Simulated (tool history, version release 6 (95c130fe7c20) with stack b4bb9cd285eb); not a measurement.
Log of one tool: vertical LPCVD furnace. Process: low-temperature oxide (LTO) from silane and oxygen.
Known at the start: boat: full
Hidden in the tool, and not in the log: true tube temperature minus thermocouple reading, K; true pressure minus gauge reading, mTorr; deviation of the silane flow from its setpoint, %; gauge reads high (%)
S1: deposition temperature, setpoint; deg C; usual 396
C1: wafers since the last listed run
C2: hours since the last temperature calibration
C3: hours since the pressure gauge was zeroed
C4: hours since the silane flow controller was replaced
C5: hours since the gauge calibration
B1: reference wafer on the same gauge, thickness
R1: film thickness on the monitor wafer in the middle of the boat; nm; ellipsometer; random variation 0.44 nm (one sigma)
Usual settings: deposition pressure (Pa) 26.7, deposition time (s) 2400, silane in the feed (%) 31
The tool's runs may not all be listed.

{"run": 1, "hour": 0.0, "S1": 396, "deposition pressure (Pa)": 26.7, "deposition time (s)": 2400, "silane in the feed (%)": 27, "C1": 0, "C2": 2927.9, "C3": 1474.8, "C4": 5971, "C5": 364.1, "B1": 171.04, "R1": 180.84}
{"run": 2, "hour": 60.9, "S1": 396, "deposition pressure (Pa)": 28.7, "deposition time (s)": 2400, "silane in the feed (%)": 31, "C1": 923, "C2": 2988.8, "C3": 1535.7, "C4": 6031.9, "C5": 425, "B1": 170.97, "R1": 237.31}
{"run": 3, "hour": 225.9, "S1": 396, "deposition pressure (Pa)": 28.7, "deposition time (s)": 2400, "silane in the feed (%)": 31, "C1": 2501, "C2": 3153.8, "C3": 1700.7, "C4": 6196.9, "C5": 590, "B1": 170.95, "R1": 237.62}
{"run": 4, "hour": 288.1, "S1": 399, "deposition pressure (Pa)": 26.7, "deposition time (s)": 2400, "silane in the feed (%)": 31, "C1": 942, "C2": 3216, "C3": 1762.9, "C4": 6259.1, "C5": 652.2, "B1": 170.94, "R1": 229.76}
{"run": 5, "hour": 323.1, "S1": 399, "deposition pressure (Pa)": 26.7, "deposition time (s)": 2400, "silane in the feed (%)": 31, "C1": 530, "C2": 3251, "C3": 1797.9, "C4": 6294.1, "C5": 687.2, "B1": 171.02, "R1": 229.71}
{"run": 6, "hour": 368.2, "S1": 396, "deposition pressure (Pa)": 26.7, "deposition time (s)": 2400, "silane in the feed (%)": 31, "C1": 683, "C2": 3296.1, "C3": 1843, "C4": 6339.2, "C5": 732.3, "B1": 170.96, "R1": 220.21}
{"run": 7, "hour": 433.9, "S1": 396, "deposition pressure (Pa)": 26.7, "deposition time (s)": 2400, "silane in the feed (%)": 31, "C1": 996, "C2": 3361.8, "C3": 1908.7, "C4": 6404.9, "C5": 798, "B1": 171, "R1": 221.51}
{"run": 8, "hour": 503.7, "S1": 396, "deposition pressure (Pa)": 26.7, "deposition time (s)": 2400, "silane in the feed (%)": 31, "C1": 1058, "C2": 3431.6, "C3": 1978.5, "C4": 6474.7, "C5": 867.8, "B1": 171.02, "R1": 222.17}
{"run": 9, "hour": 562.1, "S1": 396, "deposition pressure (Pa)": 21.3, "deposition time (s)": 2400, "silane in the feed (%)": 31, "C1": 885, "C2": 3490, "C3": 2036.9, "C4": 6533.1, "C5": 926.2, "B1": 170.99, "R1": 177.46}
{"run": 10, "hour": 613.4, "S1": 396, "deposition pressure (Pa)": 26.7, "deposition time (s)": 2400, "silane in the feed (%)": 31, "C1": 777, "C2": 3541.3, "C3": 2088.2, "C4": 6584.4, "C5": 977.5, "B1": 171, "R1": 221.04}
{"run": 11, "hour": 641.6, "S1": 396, "deposition pressure (Pa)": 26.7, "deposition time (s)": 2400, "silane in the feed (%)": 31, "C1": 427, "C2": 3569.5, "C3": 2116.4, "C4": 6612.6, "C5": 1005.7, "B1": 171.01, "R1": 222.89}
{"hour": 674.6, "done": "silane flow controller replaced"}
{"run": 12, "hour": 675.1, "S1": 396, "deposition pressure (Pa)": 26.7, "deposition time (s)": 2400, "silane in the feed (%)": 31, "C1": 144, "C2": 3603, "C3": 2149.9, "C4": 0.5, "C5": 1039.2, "B1": 171.03, "R1": 208.82}
{"run": 13, "hour": 714.6, "S1": 396, "deposition pressure (Pa)": 26.7, "deposition time (s)": 2400, "silane in the feed (%)": 31, "C1": 598, "C2": 3642.5, "C3": 2189.4, "C4": 40, "C5": 1078.7, "B1": 170.95, "R1": 209.44}
{"hour": 720.2, "done": "gauge calibrated"}
{"run": 14, "hour": 747.7, "S1": 396, "deposition pressure (Pa)": 26.7, "deposition time (s)": 2400, "silane in the feed (%)": 31, "C1": 501, "C2": 3675.6, "C3": 2222.5, "C4": 73.1, "C5": 27.5, "B1": 171.09, "R1": 209.23}
{"run": 15, "hour": 781.8, "S1": 396, "deposition pressure (Pa)": 26.7, "deposition time (s)": 2400, "silane in the feed (%)": 26, "C1": 516, "C2": 3709.7, "C3": 2256.6, "C4": 107.2, "C5": 61.6, "B1": 170.92, "R1": 161.05}
{"run": 16, "hour": 834.1, "S1": 396, "deposition pressure (Pa)": 26.7, "deposition time (s)": 1560, "silane in the feed (%)": 31, "C1": 792, "C2": 3762, "C3": 2308.9, "C4": 159.5, "C5": 113.9, "B1": 170.98, "R1": 135.81}
{"hour": 886.7, "done": "thermocouples replaced and temperature profile calibrated"}
{"hour": 898.9, "done": "pressure gauge zeroed"}
{"run": 17, "hour": 899.4, "S1": 396, "deposition pressure (Pa)": 26.7, "deposition time (s)": 1500, "silane in the feed (%)": 31, "C1": 440, "C2": 12.7, "C3": 0.5, "C4": 224.8, "C5": 179.2, "B1": 170.9, "R1": 130.47}
{"run": 18, "hour": 903.6, "S1": 396, "deposition pressure (Pa)": 26.7, "deposition time (s)": 3030, "silane in the feed (%)": 31, "C1": 63, "C2": 16.9, "C3": 4.7, "C4": 229, "C5": 183.4, "B1": 170.99, "R1": 264.44}
{"run": 19, "hour": 923.8, "S1": 396, "deposition pressure (Pa)": 30, "deposition time (s)": 2400, "silane in the feed (%)": 31, "C1": 306, "C2": 37.1, "C3": 24.9, "C4": 249.2, "C5": 203.6, "B1": 171.01, "R1": 235.23}
{"run": 20, "hour": 963.0, "S1": 396, "deposition pressure (Pa)": 26.7, "deposition time (s)": 3090, "silane in the feed (%)": 31, "C1": 594, "C2": 76.3, "C3": 64.1, "C4": 288.4, "C5": 242.8, "B1": 171.1, "R1": 269.02}
{"run": 21, "hour": 987.9, "S1": 396, "deposition pressure (Pa)": 26.7, "deposition time (s)": 2100, "silane in the feed (%)": 27, "C1": 377, "C2": 101.2, "C3": 89, "C4": 313.3, "C5": 267.7, "B1": 171.03, "R1": 148.24}
{"run": 22, "hour": 1024.0, "S1": 391, "deposition pressure (Pa)": 23.3, "deposition time (s)": 3300, "silane in the feed (%)": 36, "C1": 547, "C2": 137.3, "C3": 125.1, "C4": 349.4, "C5": 303.8, "B1": 170.99, "R1": 293.2}
{"run": 23, "hour": 1054.9, "S1": 396, "deposition pressure (Pa)": 26.7, "deposition time (s)": 2400, "silane in the feed (%)": 31, "C1": 468, "C2": 168.2, "C3": 156, "C4": 380.3, "C5": 334.7, "B1": 170.97, "R1": 209.67}
{"run": 24, "hour": 1111.6, "S1": 407, "deposition pressure (Pa)": 26.7, "deposition time (s)": 2400, "silane in the feed (%)": 31, "C1": 859, "C2": 224.9, "C3": 212.7, "C4": 437, "C5": 391.4, "B1": 171.04, "R1": 238.5}
{"run": 25, "hour": 1172.5, "S1": 396, "deposition pressure (Pa)": 26.7, "deposition time (s)": 2400, "silane in the feed (%)": 31, "C1": 923, "C2": 285.8, "C3": 273.6, "C4": 497.9, "C5": 452.3, "B1": 171.02, "R1": 209.56}
{"run": 26, "hour": 1218.4, "S1": 396, "deposition pressure (Pa)": 26.7, "deposition time (s)": 2400, "silane in the feed (%)": 31, "C1": 695, "C2": 331.7, "C3": 319.5, "C4": 543.8, "C5": 498.2, "B1": 171.02, "R1": 209.87}
{"run": 27, "hour": 1283.3, "S1": 399, "deposition pressure (Pa)": 32, "deposition time (s)": 2400, "silane in the feed (%)": 31, "C1": 983, "C2": 396.6, "C3": 384.4, "C4": 608.7, "C5": 563.1, "B1": 171.02, "R1": 260.68}
{"run": 28, "hour": 1335.6, "S1": 396, "deposition pressure (Pa)": 26.7, "deposition time (s)": 2400, "silane in the feed (%)": 31, "C1": 792, "C2": 448.9, "C3": 436.7, "C4": 661, "C5": 615.4, "B1": 171, "R1": 210.52}
{"run": 29, "hour": 1367.4, "S1": 408, "deposition pressure (Pa)": 26.7, "deposition time (s)": 2400, "silane in the feed (%)": 36, "C1": 482, "C2": 480.7, "C3": 468.5, "C4": 692.8, "C5": 647.2, "B1": 170.98, "R1": 295.57}
{"run": 30, "hour": 1399.9, "S1": 396, "deposition pressure (Pa)": 26.7, "deposition time (s)": 2400, "silane in the feed (%)": 31, "C1": 492, "C2": 513.2, "C3": 501, "C4": 725.3, "C5": 679.7, "B1": 170.98, "R1": 209.82}
{"run": 31, "hour": 1463.1, "S1": 405, "deposition pressure (Pa)": 24.7, "deposition time (s)": 1440, "silane in the feed (%)": 27, "C1": 958, "C2": 576.4, "C3": 564.2, "C4": 788.5, "C5": 742.9, "B1": 171.01, "R1": 105.82}

Some steps in R1 between neighbouring runs. How much of each would the tool show without its hidden state too (settings, what came in, random variation), and how much is left for the hidden state, with any gauge scatter that isn't in both results?
Run 8 -> 9: deposition pressure (Pa) 26.7 -> 21.3. R1 -44.71 nm: hidden state -2.25, all else -42.46.
Run 9 -> 10: deposition pressure (Pa) 21.3 -> 26.7. R1 +43.58 nm: hidden state +2.35, all else +41.23.
Run 11 -> 12: silane flow controller replaced. R1 -14.07 nm: hidden state -12.92, all else -1.15.
Run 17 -> 18: deposition time (s) 1500 -> 3030. R1 +133.97 nm: hidden state -0.52, all else +134.49.
Run 20 -> 21: deposition time (s) 3090 -> 2100, silane in the feed (%) 31 -> 27. R1 -120.78 nm: hidden state +0.38, all else -121.16.
Run 21 -> 22: S1 396 -> 391, deposition pressure (Pa) 26.7 -> 23.3, deposition time (s) 2100 -> 3300, silane in the feed (%) 27 -> 36. R1 +144.96 nm: hidden state -0.2, all else +145.16.
